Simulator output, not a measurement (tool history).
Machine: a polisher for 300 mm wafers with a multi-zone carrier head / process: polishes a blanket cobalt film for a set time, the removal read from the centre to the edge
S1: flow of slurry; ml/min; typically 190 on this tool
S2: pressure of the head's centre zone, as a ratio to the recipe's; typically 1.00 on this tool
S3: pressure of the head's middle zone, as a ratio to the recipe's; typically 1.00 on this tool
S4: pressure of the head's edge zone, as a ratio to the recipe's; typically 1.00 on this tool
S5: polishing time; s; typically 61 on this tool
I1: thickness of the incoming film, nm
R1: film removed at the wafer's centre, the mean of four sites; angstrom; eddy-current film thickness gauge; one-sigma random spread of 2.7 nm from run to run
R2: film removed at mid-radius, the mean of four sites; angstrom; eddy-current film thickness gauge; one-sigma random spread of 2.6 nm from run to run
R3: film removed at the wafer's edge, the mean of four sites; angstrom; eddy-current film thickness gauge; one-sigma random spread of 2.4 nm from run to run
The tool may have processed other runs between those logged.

run	hour	S1	S2	S3	S4	S5	I1	R1	R2	R3
1	0.0	190	1.00	1.00	1.00	51	742.9	1801	1743	1817
# hour 8.4: worn pad replaced by a new one
2	18.0	190	1.00	1.00	1.00	51	738.7	1794	1718	1825
3	54.9	225	1.00	0.96	1.00	61	734.9	2197	2054	2234
4	63.8	225	1.00	0.96	1.00	61	728.6	2246	2081	2227
# hour 73.4: worn pad replaced by a new one
5	73.9	190	1.00	1.00	1.00	61	718.7	2171	2040	2178
6	84.7	190	1.00	1.00	1.00	61	729.0	2157	2062	2178
7	96.5	190	1.00	1.00	1.00	61	724.8	2124	2064	2177
# hour 132.9: worn pad replaced by a new one
8	140.8	190	1.00	1.00	1.00	61	721.6	2165	2096	2196
# hour 159.8: carrier head's membrane replaced by a new one
9	160.3	190	1.00	1.00	1.00	61	732.7	2171	2040	2218
# hour 171.9: slurry nozzle cleaned
10	172.4	190	1.00	1.00	1.00	61	739.6	1922	1935	2075
11	178.4	190	1.00	1.00	1.00	61	739.8	1928	1938	2086
12	186.7	190	1.12	1.00	1.08	81	730.8	2800	2484	2764
# hour 190.8: centre zone pressure recalibrated
# hour 193.3: worn pad replaced by a new one
# hour 195.0: edge zone pressure recalibrated
13	201.0	190	0.90	1.04	1.09	61	716.1	1735	1931	2119
14	216.8	145	1.08	1.00	1.00	61	737.6	1748	1640	1897
15	224.3	190	1.00	1.00	1.00	61	723.4	1824	1774	1993
# hour 233.1: slurry nozzle cleaned, repeated, since the last time left the tool worse
16	241.7	190	1.12	1.00	1.00	61	733.3	2465	2214	2272
17	256.1	230	1.00	1.00	1.04	61	727.5	2340	2271	2318
# hour 264.7: worn pad replaced by a new one
18	270.2	190	1.00	1.00	1.00	61	728.9	2246	2180	2256
19	282.7	225	0.90	1.00	1.00	68	744.1	2410	2513	2618
20	296.3	190	1.00	1.00	1.00	61	739.2	2281	2148	2260
21	305.5	190	1.00	1.00	1.00	61	731.4	2261	2141	2259
22	319.6	190	1.00	1.06	0.93	61	724.1	2206	2252	2214
# hour 323.9: worn pad replaced by a new one
23	330.0	190	1.00	0.97	1.00	61	722.8	2239	2059	2209

Consider 3 possible next runs. They are alternatives, not a sequence: every one starts from the tool as it was left by run 23. What does each give?
A	330.4	190	1.00	1.00	1.00	61	726.8	?	?	?
B	330.4	190	1.00	1.00	0.88	61	726.8	?	?	?
C	330.4	190	1.00	0.93	1.00	50	726.8	?	?	?

run	R1	R2	R3
A	2219	2135	2253
B	2219	2135	2182
C	1818	1646	1848
What these runs would have given with no unlogged condition in the tool:
run	R1	R2	R3
A	2292	2198	2301
B	2292	2198	2229
C	1878	1695	1888

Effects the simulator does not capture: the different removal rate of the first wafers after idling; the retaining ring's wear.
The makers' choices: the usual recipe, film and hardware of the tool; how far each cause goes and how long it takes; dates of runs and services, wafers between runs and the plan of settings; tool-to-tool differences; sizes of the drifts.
